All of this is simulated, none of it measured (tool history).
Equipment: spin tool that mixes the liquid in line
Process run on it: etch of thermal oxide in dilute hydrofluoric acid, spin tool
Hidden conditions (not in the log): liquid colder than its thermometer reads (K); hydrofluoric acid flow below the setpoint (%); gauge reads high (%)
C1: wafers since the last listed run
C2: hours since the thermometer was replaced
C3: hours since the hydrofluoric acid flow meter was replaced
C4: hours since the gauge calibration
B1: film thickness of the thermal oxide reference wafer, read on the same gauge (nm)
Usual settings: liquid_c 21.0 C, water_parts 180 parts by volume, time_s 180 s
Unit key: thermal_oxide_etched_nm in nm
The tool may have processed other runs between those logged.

Run 1, hour 0.0: usual settings but liquid_c 22.5 C; C1 0; C2 784.1; C3 1631.7; C4 678.3; B1 130.011. Result: thermal_oxide_etched_nm 3.232 nm.
Run 2, hour 28.8: usual settings but liquid_c 22.5 C; C1 229; C2 812.9; C3 1660.5; C4 707.1; B1 130.002. Result: thermal_oxide_etched_nm 3.196 nm.
Run 3, hour 64.6: usual settings; C1 285; C2 848.7; C3 1696.3; C4 742.9; B1 130.001. Result: thermal_oxide_etched_nm 3.001 nm.
Run 4, hour 98.9: usual settings but liquid_c 24.0 C, time_s 265 s; C1 273; C2 883.0; C3 1730.6; C4 777.2; B1 130.009. Result: thermal_oxide_etched_nm 4.920 nm.
Run 5, hour 127.8: usual settings but liquid_c 24.0 C, time_s 265 s; C1 230; C2 911.9; C3 1759.5; C4 806.1; B1 129.980. Result: thermal_oxide_etched_nm 4.941 nm.
Run 6, hour 144.0: usual settings but time_s 95 s; C1 129; C2 928.1; C3 1775.7; C4 822.3; B1 129.981. Result: thermal_oxide_etched_nm 1.569 nm.
Run 7, hour 163.2: usual settings but time_s 95 s; C1 153; C2 947.3; C3 1794.9; C4 841.5; B1 129.991. Result: thermal_oxide_etched_nm 1.556 nm.
Run 8, hour 192.1: usual settings but time_s 95 s; C1 230; C2 976.2; C3 1823.8; C4 870.4; B1 130.005. Result: thermal_oxide_etched_nm 1.575 nm.
Run 9, hour 223.0: usual settings; C1 246; C2 1007.1; C3 1854.7; C4 901.3; B1 130.026. Result: thermal_oxide_etched_nm 2.963 nm.
Run 10, hour 253.3: usual settings; C1 241; C2 1037.4; C3 1885.0; C4 931.6; B1 129.992. Result: thermal_oxide_etched_nm 2.983 nm.
At hour 266.6: gauge calibrated.
Run 11, hour 340.7: usual settings; C1 697; C2 1124.8; C3 1972.4; C4 74.1; B1 129.995. Result: thermal_oxide_etched_nm 2.925 nm.
Run 12, hour 370.3: usual settings; C1 236; C2 1154.4; C3 2002.0; C4 103.7; B1 129.980. Result: thermal_oxide_etched_nm 2.903 nm.
Run 13, hour 398.0: usual settings; C1 221; C2 1182.1; C3 2029.7; C4 131.4; B1 129.992. Result: thermal_oxide_etched_nm 2.877 nm.
At hour 420.0: thermometer replaced.
Run 14, hour 420.5: usual settings; C1 171; C2 0.5; C3 2052.2; C4 153.9; B1 130.003. Result: thermal_oxide_etched_nm 3.068 nm.
At hour 425.9: hydrofluoric acid flow meter replaced.
Run 15, hour 451.0: usual settings but liquid_c 17.0 C, water_parts 140 parts by volume; C1 235; C2 31.0; C3 25.1; C4 184.4; B1 130.001. Result: thermal_oxide_etched_nm 3.976 nm.
Run 16, hour 466.5: usual settings; C1 123; C2 46.5; C3 40.6; C4 199.9; B1 130.007. Result: thermal_oxide_etched_nm 3.475 nm.
Run 17, hour 482.5: usual settings but liquid_c 22.5 C; C1 127; C2 62.5; C3 56.6; C4 215.9; B1 130.013. Result: thermal_oxide_etched_nm 3.699 nm.
Run 18, hour 496.9: usual settings but water_parts 245 parts by volume, time_s 245 s; C1 114; C2 76.9; C3 71.0; C4 230.3; B1 129.974. Result: thermal_oxide_etched_nm 3.257 nm.
Run 19, hour 516.0: usual settings; C1 152; C2 96.0; C3 90.1; C4 249.4; B1 129.990. Result: thermal_oxide_etched_nm 3.458 nm.
Run 20, hour 528.1: usual settings but water_parts 120 parts by volume, time_s 115 s; C1 96; C2 108.1; C3 102.2; C4 261.5; B1 129.982. Result: thermal_oxide_etched_nm 3.560 nm.
Run 21, hour 554.2: usual settings but liquid_c 17.0 C, time_s 110 s; C1 208; C2 134.2; C3 128.3; C4 287.6; B1 129.969. Result: thermal_oxide_etched_nm 1.788 nm.
Run 22, hour 566.6: usual settings; C1 99; C2 146.6; C3 140.7; C4 300.0; B1 129.992. Result: thermal_oxide_etched_nm 3.456 nm.
Run 23, hour 599.2: usual settings but liquid_c 24.5 C, time_s 255 s; C1 260; C2 179.2; C3 173.3; C4 332.6; B1 129.999. Result: thermal_oxide_etched_nm 5.474 nm.
Run 24, hour 618.5: usual settings but liquid_c 18.5 C, time_s 290 s; C1 154; C2 198.5; C3 192.6; C4 351.9; B1 130.005. Result: thermal_oxide_etched_nm 5.031 nm.
Run 25, hour 644.1: usual settings but water_parts 230 parts by volume, time_s 240 s; C1 204; C2 224.1; C3 218.2; C4 377.5; B1 130.006. Result: thermal_oxide_etched_nm 3.384 nm.
Run 26, hour 663.4: usual settings; C1 154; C2 243.4; C3 237.5; C4 396.8; B1 130.009. Result: thermal_oxide_etched_nm 3.375 nm.
Run 27, hour 692.1: usual settings; C1 229; C2 272.1; C3 266.2; C4 425.5; B1 129.999. Result: thermal_oxide_etched_nm 3.407 nm.
Run 28, hour 711.2: usual settings but liquid_c 23.0 C, time_s 75 s; C1 152; C2 291.2; C3 285.3; C4 444.6; B1 129.983. Result: thermal_oxide_etched_nm 1.520 nm.
Run 29, hour 734.3: usual settings but water_parts 100 parts by volume; C1 184; C2 314.3; C3 308.4; C4 467.7; B1 129.985. Result: thermal_oxide_etched_nm 6.663 nm.
Run 30, hour 772.8: usual settings but water_parts 115 parts by volume, time_s 75 s; C1 307; C2 352.8; C3 346.9; C4 506.2; B1 129.999. Result: thermal_oxide_etched_nm 2.360 nm.
Run 31, hour 799.9: usual settings but water_parts 245 parts by volume; C1 216; C2 379.9; C3 374.0; C4 533.3; B1 129.990. Result: thermal_oxide_etched_nm 2.296 nm.
Run 32, hour 816.9: usual settings but liquid_c 17.0 C, water_parts 210 parts by volume; C1 135; C2 396.9; C3 391.0; C4 550.3; B1 129.988. Result: thermal_oxide_etched_nm 2.392 nm.
Run 33, hour 842.6: usual settings but liquid_c 24.0 C, water_parts 135 parts by volume; C1 205; C2 422.6; C3 416.7; C4 576.0; B1 129.971. Result: thermal_oxide_etched_nm 5.238 nm.
Run 34, hour 864.5: usual settings but water_parts 215 parts by volume; C1 174; C2 444.5; C3 438.6; C4 597.9; B1 129.991. Result: thermal_oxide_etched_nm 2.665 nm.
Run 35, hour 952.3: usual settings but liquid_c 26.0 C, time_s 215 s; C1 701; C2 532.3; C3 526.4; C4 685.7; B1 130.016. Result: thermal_oxide_etched_nm 4.751 nm.

How the hidden state differs across the entries between the runs, from the last listed run before each to the first after it:
From run 10 to run 11: gauge calibrated (hour 266.6)
  liquid colder than its thermometer reads (K): 1.5 -> 1.61; hydrofluoric acid flow below the setpoint (%): 10.2 -> 10.7
  difference, measured minus the result without the unlogged condition, thermal_oxide_etched_nm: -0.612 -> -0.636 nm
From run 13 to run 14: thermometer replaced (hour 420.0)
  liquid colder than its thermometer reads (K): 1.69 -> 0.136; hydrofluoric acid flow below the setpoint (%): 11 -> 11.1
  difference, measured minus the result without the unlogged condition, thermal_oxide_etched_nm: -0.651 -> -0.482 nm
From run 14 to run 15: hydrofluoric acid flow meter replaced (hour 425.9)
  liquid colder than its thermometer reads (K): 0.136 -> 0.177; hydrofluoric acid flow below the setpoint (%): 11.1 -> 0.647
  difference, measured minus the result without the unlogged condition, thermal_oxide_etched_nm: -0.482 -> -0.059 nm
